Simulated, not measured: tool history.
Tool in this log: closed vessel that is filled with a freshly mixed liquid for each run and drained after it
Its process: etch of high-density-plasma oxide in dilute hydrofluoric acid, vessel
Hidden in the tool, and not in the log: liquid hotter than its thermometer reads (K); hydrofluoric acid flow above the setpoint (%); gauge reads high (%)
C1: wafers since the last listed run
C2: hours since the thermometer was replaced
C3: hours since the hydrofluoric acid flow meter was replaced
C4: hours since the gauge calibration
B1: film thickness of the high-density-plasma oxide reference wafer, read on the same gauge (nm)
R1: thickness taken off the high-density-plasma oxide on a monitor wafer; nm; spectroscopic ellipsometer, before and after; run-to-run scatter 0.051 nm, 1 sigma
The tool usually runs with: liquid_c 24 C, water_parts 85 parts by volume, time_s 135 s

{"run": 1, "hour": 0.0, "liquid_c": 24, "water_parts": 85, "time_s": 135, "C1": 0, "C2": 478.2, "C3": 1485.4, "C4": 265.3, "B1": 50.03, "R1": 9.69}
{"hour": 37.5, "done": "gauge calibrated"}
{"run": 2, "hour": 49.9, "liquid_c": 24, "water_parts": 85, "time_s": 135, "C1": 6348, "C2": 528.1, "C3": 1535.3, "C4": 12.4, "B1": 49.99, "R1": 9.62}
{"run": 3, "hour": 121.8, "liquid_c": 24, "water_parts": 85, "time_s": 135, "C1": 9147, "C2": 600, "C3": 1607.2, "C4": 84.3, "B1": 50.01, "R1": 9.74}
{"run": 4, "hour": 155.0, "liquid_c": 24, "water_parts": 70, "time_s": 135, "C1": 4223, "C2": 633.2, "C3": 1640.4, "C4": 117.5, "B1": 50.03, "R1": 11.98}
{"run": 5, "hour": 218.7, "liquid_c": 24, "water_parts": 70, "time_s": 135, "C1": 8104, "C2": 696.9, "C3": 1704.1, "C4": 181.2, "B1": 50.01, "R1": 12.07}
{"run": 6, "hour": 285.8, "liquid_c": 24, "water_parts": 70, "time_s": 135, "C1": 8536, "C2": 764, "C3": 1771.2, "C4": 248.3, "B1": 49.99, "R1": 12.02}
{"hour": 320.4, "done": "thermometer replaced"}
{"run": 7, "hour": 347.3, "liquid_c": 24, "water_parts": 85, "time_s": 135, "C1": 7696, "C2": 26.9, "C3": 1832.7, "C4": 309.8, "B1": 49.99, "R1": 9.63}
{"hour": 364.9, "done": "hydrofluoric acid flow meter replaced"}
{"hour": 389.5, "done": "gauge calibrated"}
{"run": 8, "hour": 401.0, "liquid_c": 20, "water_parts": 50, "time_s": 185, "C1": 6704, "C2": 80.6, "C3": 36.1, "C4": 11.5, "B1": 49.94, "R1": 20.03}
{"run": 9, "hour": 442.2, "liquid_c": 19, "water_parts": 85, "time_s": 85, "C1": 5241, "C2": 121.8, "C3": 77.3, "C4": 52.7, "B1": 50.04, "R1": 4.93}
{"run": 10, "hour": 471.7, "liquid_c": 28.5, "water_parts": 45, "time_s": 180, "C1": 3753, "C2": 151.3, "C3": 106.8, "C4": 82.2, "B1": 50.01, "R1": 30.67}
{"run": 11, "hour": 527.1, "liquid_c": 27.5, "water_parts": 85, "time_s": 135, "C1": 7048, "C2": 206.7, "C3": 162.2, "C4": 137.6, "B1": 50, "R1": 11.14}
{"run": 12, "hour": 562.9, "liquid_c": 27, "water_parts": 65, "time_s": 210, "C1": 4554, "C2": 242.5, "C3": 198, "C4": 173.4, "B1": 50, "R1": 22.68}
{"run": 13, "hour": 614.9, "liquid_c": 27, "water_parts": 65, "time_s": 210, "C1": 6615, "C2": 294.5, "C3": 250, "C4": 225.4, "B1": 50, "R1": 22.77}
{"run": 14, "hour": 649.4, "liquid_c": 28, "water_parts": 85, "time_s": 105, "C1": 4389, "C2": 329, "C3": 284.5, "C4": 259.9, "B1": 50, "R1": 8.82}
{"run": 15, "hour": 703.5, "liquid_c": 19, "water_parts": 110, "time_s": 200, "C1": 6882, "C2": 383.1, "C3": 338.6, "C4": 314, "B1": 50.01, "R1": 8.71}

Consider 5 possible next runs. They are alternatives, not a sequence: every one starts from the tool as it was left by run 15. What does each give?
{"run": "A", "hour": 704.2, "liquid_c": 24, "water_parts": 85, "time_s": 205, "C1": 89, "C2": 383.8, "C3": 339.3, "C4": 314.7, "B1": "?", "R1": "?"}
{"run": "B", "hour": 704.2, "liquid_c": 26.5, "water_parts": 65, "time_s": 105, "C1": 89, "C2": 383.8, "C3": 339.3, "C4": 314.7, "B1": "?", "R1": "?"}
{"run": "C", "hour": 704.2, "liquid_c": 24, "water_parts": 55, "time_s": 75, "C1": 89, "C2": 383.8, "C3": 339.3, "C4": 314.7, "B1": "?", "R1": "?"}
{"run": "D", "hour": 704.2, "liquid_c": 26, "water_parts": 100, "time_s": 95, "C1": 89, "C2": 383.8, "C3": 339.3, "C4": 314.7, "B1": "?", "R1": "?"}
{"run": "E", "hour": 704.2, "liquid_c": 20.5, "water_parts": 100, "time_s": 190, "C1": 89, "C2": 383.8, "C3": 339.3, "C4": 314.7, "B1": "?", "R1": "?"}

run=A B1=49.96 R1=14.51
run=B B1=49.96 R1=11.03
run=C B1=49.96 R1=8.53
run=D B1=49.96 R1=6.07
run=E B1=49.96 R1=9.75
Without the tool's hidden state the same runs would have given:
run=A R1=14.51
run=B R1=11.03
run=C R1=8.53
run=D R1=6.07
run=E R1=9.75
